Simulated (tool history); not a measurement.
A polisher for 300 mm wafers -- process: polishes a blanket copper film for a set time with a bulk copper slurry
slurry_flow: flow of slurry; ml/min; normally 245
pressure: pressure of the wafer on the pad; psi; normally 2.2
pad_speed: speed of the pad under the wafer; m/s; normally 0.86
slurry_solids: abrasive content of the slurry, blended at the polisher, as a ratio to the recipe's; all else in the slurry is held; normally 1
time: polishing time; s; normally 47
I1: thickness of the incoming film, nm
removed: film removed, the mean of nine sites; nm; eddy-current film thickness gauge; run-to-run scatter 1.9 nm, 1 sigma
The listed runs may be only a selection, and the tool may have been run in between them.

Run 1, hour 0: usual settings; I1 3924.6. Result: removed 277.4 nm.
Run 2, hour 42.8: usual settings but slurry_flow 290 ml/min, pad_speed 1.08 m/s; I1 3951.4. Result: removed 328.7 nm.
At hour 72.5: worn pad replaced by a new one.
Run 3, hour 105.8: usual settings but pressure 2.6 psi; I1 3927.4. Result: removed 314.1 nm.
At hour 150.2: slurry blender recalibrated.
Run 4, hour 167.1: usual settings but pressure 2.6 psi; I1 3959.1. Result: removed 312.9 nm.
At hour 192.6: slurry nozzle cleaned.
Run 5, hour 213.8: usual settings; I1 3914.8. Result: removed 264.4 nm.
At hour 268.9: worn pad replaced by a new one.
Run 6, hour 269.4: usual settings but slurry_solids 0.8; I1 3974.4. Result: removed 250.4 nm.
Run 7, hour 327.6: usual settings but slurry_solids 0.8; I1 3971.2. Result: removed 251.9 nm.
At hour 343.7: slurry blender recalibrated.
At hour 362.4: head pressure recalibrated.
At hour 369.9: slurry nozzle cleaned, repeated, since the last time left the tool worse.
Run 8, hour 386.9: usual settings; I1 3938.2. Result: removed 278.4 nm.
Run 9, hour 443.9: usual settings; I1 3971.5. Result: removed 278.5 nm.
At hour 491: worn pad replaced by a new one.
Run 10, hour 491.5: usual settings; I1 3885. Result: removed 272 nm.
Run 11, hour 539.2: usual settings but pressure 2.6 psi, time 54 s; I1 3942.5. Result: removed 361.4 nm.
At hour 545.9: slurry blender recalibrated.
Run 12, hour 563.7: usual settings but time 55 s; I1 3970. Result: removed 318.3 nm.
At hour 623.5: slurry nozzle cleaned.
Run 13, hour 625.9: usual settings but slurry_solids 0.8, time 58 s; I1 4006.4. Result: removed 329.8 nm.
Run 14, hour 661.7: usual settings but pad_speed 0.98 m/s; I1 3886.1. Result: removed 306.3 nm.
At hour 701.2: worn pad replaced by a new one.
Run 15, hour 709: usual settings but pad_speed 0.76 m/s; I1 4010.3. Result: removed 252.9 nm.

For run 16, what comes out?
At hour 715: head pressure recalibrated.
Run 16, hour 735.3: usual settings; I1 3937.5. Result: removed ?.

{"run 16": {"removed": 275.5}}
With the hidden condition absent and the run-to-run variation left alone, this run would have shown removed 280.7 nm.

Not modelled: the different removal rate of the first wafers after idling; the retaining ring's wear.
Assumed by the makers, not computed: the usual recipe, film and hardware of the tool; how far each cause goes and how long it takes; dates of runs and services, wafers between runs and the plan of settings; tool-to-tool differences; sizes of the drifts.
